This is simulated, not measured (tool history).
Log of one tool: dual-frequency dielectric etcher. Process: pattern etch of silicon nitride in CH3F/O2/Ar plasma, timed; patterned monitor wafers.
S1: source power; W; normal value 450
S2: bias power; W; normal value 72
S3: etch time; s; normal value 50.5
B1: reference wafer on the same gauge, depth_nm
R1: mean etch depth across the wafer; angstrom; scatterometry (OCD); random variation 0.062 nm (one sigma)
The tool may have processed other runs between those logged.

| run | hour | S1 | S2 | S3 | B1 | R1 |
|---|---|---|---|---|---|---|
| 1 | 0 | 450 | 72 | 50.5 | 42.8 | 403.9 |
| 2 | 9.4 | 450 | 79 | 50.5 | 42.8 | 417 |
| 3 | 20.6 | 450 | 72 | 50.5 | 42.8 | 404.4 |
| 4 | 34.7 | 450 | 72 | 50.5 | 42.79 | 402.4 |
| 5 | 49.3 | 450 | 72 | 50.5 | 42.82 | 404.6 |
| 6 | 65.2 | 450 | 72 | 50.5 | 42.81 | 403.1 |
| 7 | 80.2 | 450 | 72 | 50.5 | 42.82 | 404.3 |
|  | 95.3 | source power generator calibrated |
|  | 105.8 | wet clean of the chamber |
| 8 | 106.3 | 450 | 72 | 50.5 | 42.78 | 409.5 |
| 9 | 106.6 | 450 | 72 | 50.5 | 42.81 | 408.9 |
| 10 | 111.7 | 450 | 72 | 50.5 | 42.8 | 409.8 |
| 11 | 129.5 | 450 | 72 | 50.5 | 42.8 | 411 |
| 12 | 146.6 | 530 | 72 | 50.5 | 42.82 | 452.1 |
| 13 | 164.2 | 450 | 72 | 50.5 | 42.81 | 409.9 |
| 14 | 173.6 | 450 | 72 | 50.5 | 42.78 | 410.2 |
|  | 174.6 | gauge calibrated |
| 15 | 181.2 | 370 | 65 | 50.5 | 42.82 | 347.7 |
|  | 185.4 | bias power generator calibrated |
| 16 | 198 | 450 | 72 | 50.5 | 42.81 | 411.6 |
| 17 | 213.6 | 450 | 61 | 50.5 | 42.78 | 387.9 |
|  | 242.5 | upper electrode replaced |
| 18 | 243 | 420 | 72 | 50.5 | 42.8 | 395.1 |
| 19 | 243.3 | 450 | 72 | 50.5 | 42.81 | 412.3 |
| 20 | 247 | 490 | 72 | 59.5 | 42.79 | 510.5 |
| 21 | 259.6 | 500 | 72 | 55.5 | 42.78 | 482.9 |
| 22 | 268.6 | 450 | 72 | 50.5 | 42.8 | 412.4 |
| 23 | 285.9 | 490 | 82 | 41 | 42.82 | 369.3 |
| 24 | 296.5 | 450 | 88 | 38 | 42.8 | 334.3 |
| 25 | 313.1 | 510 | 63 | 50.5 | 42.79 | 423.4 |
| 26 | 328.3 | 350 | 72 | 41.5 | 42.81 | 287.1 |
| 27 | 345.8 | 450 | 72 | 50.5 | 42.79 | 413 |
| 28 | 359.3 | 560 | 57 | 39.5 | 42.81 | 338.7 |
| 29 | 373.6 | 450 | 61 | 50.5 | 42.81 | 388.2 |
| 30 | 385 | 450 | 57 | 50.5 | 42.8 | 380.2 |

Alternative continuations, all from the tool just after run 30; predict every row:
| A | 385.4 | 450 | 72 | 50.5 | ? | ? |
| B | 385.4 | 410 | 72 | 37 | ? | ? |
| C | 385.4 | 370 | 78 | 46.5 | ? | ? |
| D | 385.4 | 450 | 56 | 37.5 | ? | ? |

| run | B1 | R1 |
|---|---|---|
| A | 42.8 | 413.7 |
| B | 42.8 | 285.9 |
| C | 42.8 | 345.8 |
| D | 42.8 | 280.6 |
Had the tool no hidden state, the same runs would have come out as:
| run | R1 |
|---|---|
| A | 411.1 |
| B | 284.2 |
| C | 343.7 |
| D | 278.9 |

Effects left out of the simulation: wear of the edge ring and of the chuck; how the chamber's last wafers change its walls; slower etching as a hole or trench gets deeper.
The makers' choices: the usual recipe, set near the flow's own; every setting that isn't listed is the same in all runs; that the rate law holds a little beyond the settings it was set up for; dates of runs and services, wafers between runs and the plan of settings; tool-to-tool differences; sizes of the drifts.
